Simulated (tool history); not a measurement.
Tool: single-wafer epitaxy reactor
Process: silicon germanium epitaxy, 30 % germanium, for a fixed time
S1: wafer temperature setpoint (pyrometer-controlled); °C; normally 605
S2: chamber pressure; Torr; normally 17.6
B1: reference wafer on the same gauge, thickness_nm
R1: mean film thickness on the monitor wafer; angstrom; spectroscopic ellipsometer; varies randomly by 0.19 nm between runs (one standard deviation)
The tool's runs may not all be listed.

{"run": 1, "hour": 0.0, "S1": 605, "S2": 17.6, "B1": 59.714, "R1": 520.23}
{"run": 2, "hour": 7.0, "S1": 605, "S2": 17.6, "B1": 59.72, "R1": 518.18}
{"run": 3, "hour": 20.3, "S1": 605, "S2": 17.6, "B1": 59.718, "R1": 514.6}
{"hour": 20.6, "done": "gauge calibrated"}
{"run": 4, "hour": 35.6, "S1": 608, "S2": 17.6, "B1": 59.722, "R1": 548.94}
{"run": 5, "hour": 52.0, "S1": 608, "S2": 17.6, "B1": 59.689, "R1": 546.27}
{"run": 6, "hour": 66.5, "S1": 608, "S2": 17.6, "B1": 59.73, "R1": 545.31}
{"run": 7, "hour": 73.2, "S1": 597, "S2": 17.6, "B1": 59.702, "R1": 432.6}
{"run": 8, "hour": 90.7, "S1": 597, "S2": 17.6, "B1": 59.634, "R1": 432.9}
{"run": 9, "hour": 98.0, "S1": 605, "S2": 19.6, "B1": 59.699, "R1": 537.95}
{"run": 10, "hour": 108.1, "S1": 605, "S2": 19.6, "B1": 59.742, "R1": 533.41}
{"hour": 123.7, "done": "showerhead replaced, of another model than before"}
{"run": 11, "hour": 124.2, "S1": 605, "S2": 17.6, "B1": 59.678, "R1": 508.15}
{"run": 12, "hour": 130.5, "S1": 605, "S2": 17.6, "B1": 59.735, "R1": 508.49}
{"hour": 139.7, "done": "capacitance manometer re-zeroed and calibrated"}
{"run": 13, "hour": 141.3, "S1": 605, "S2": 17.6, "B1": 59.714, "R1": 511.96}
{"run": 14, "hour": 155.1, "S1": 605, "S2": 17.6, "B1": 59.7, "R1": 509.12}

What will run 15 give?
{"run": 15, "hour": 166.3, "S1": 610, "S2": 15.4, "B1": "?", "R1": "?"}

{"run 15": {"B1": 59.651, "R1": 512}}
With the hidden condition absent and the run-to-run variation left alone, this run would have shown R1 580.89 angstrom.

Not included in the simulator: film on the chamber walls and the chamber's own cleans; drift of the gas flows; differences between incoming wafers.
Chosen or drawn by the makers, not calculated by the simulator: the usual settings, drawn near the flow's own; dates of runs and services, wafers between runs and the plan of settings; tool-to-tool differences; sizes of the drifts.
